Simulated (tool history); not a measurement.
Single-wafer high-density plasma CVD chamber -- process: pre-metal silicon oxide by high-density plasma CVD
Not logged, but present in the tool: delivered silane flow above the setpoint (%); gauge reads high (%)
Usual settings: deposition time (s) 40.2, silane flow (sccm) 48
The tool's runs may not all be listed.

run	hour	deposition time (s)	silane flow (sccm)	wafers since the last listed run	hours since the silane flow controller was replaced	hours since the gauge calibration	read-back reference wafer on the same gauge, thickness_nm	mean film thickness on the monitor wafer (angstrom)
1	0.0	40.2	48	0	2564.2	624.8	205.308	2166.39
2	40.5	40.2	48	1127	2604.7	665.3	205.243	2155.84
3	110.8	40.2	48	1957	2675.0	735.6	205.335	2175.77
4	164.6	40.2	48	1498	2728.8	789.4	204.676	2153.44
5	222.5	40.2	41	1612	2786.7	847.3	204.944	1840.23
6	258.4	40.2	41	999	2822.6	883.2	205.177	1852.73
7	343.9	43.5	51	2380	2908.1	968.7	205.053	2505.04
8	406.7	40.2	48	1748	2970.9	1031.5	204.858	2168.26
9	465.5	40.2	48	1637	3029.7	1090.3	205.122	2161.73
10	525.5	40.2	48	1670	3089.7	1150.3	205.015	2168.28
11	695.0	40.2	48	4719	3259.2	1319.8	205.273	2171.81
# hour 701.6: gauge calibrated
12	728.5	40.2	45	932	3292.7	26.9	204.941	2042.47
13	766.6	40.2	43	1060	3330.8	65.0	204.759	1963.50
14	802.6	40.2	43	1002	3366.8	101.0	204.803	1959.51
15	839.7	40.2	43	1033	3403.9	138.1	205.073	1965.54
16	886.1	40.2	48	1292	3450.3	184.5	205.321	2169.75
17	914.3	40.2	48	785	3478.5	212.7	205.057	2191.17
18	941.1	40.2	48	746	3505.3	239.5	204.892	2184.38
19	993.5	40.2	48	1459	3557.7	291.9	205.095	2195.34
# hour 1059.4: silane flow controller replaced
20	1059.9	40.2	48	1626	0.5	358.3	205.223	2110.36
21	1122.8	40.2	48	1751	63.4	421.2	205.193	2099.07
22	1194.6	36.3	51	1999	135.2	493.0	205.108	2029.04
23	1222.4	46.3	39	774	163.0	520.8	205.032	1963.73
24	1248.6	37.1	39	729	189.2	547.0	205.459	1573.28
25	1309.2	42.6	43	1687	249.8	607.6	205.173	1999.64
26	1348.2	37.8	53	1086	288.8	646.6	204.993	2192.62
27	1382.6	40.2	41	957	323.2	681.0	205.218	1797.96
28	1427.0	38.0	43	1236	367.6	725.4	205.020	1787.67
29	1452.0	33.5	48	696	392.6	750.4	205.045	1744.64

What does the tool deliver on the next run?
30	1514.7	34.7	48	1745	455.3	813.1	?	?

read-back reference wafer on the same gauge, thickness_nm: 205.083
mean film thickness on the monitor wafer (angstrom): 1813.72
The same run, on a tool lacking any hidden state, would have yielded mean film thickness on the monitor wafer (angstrom) 1807.45.
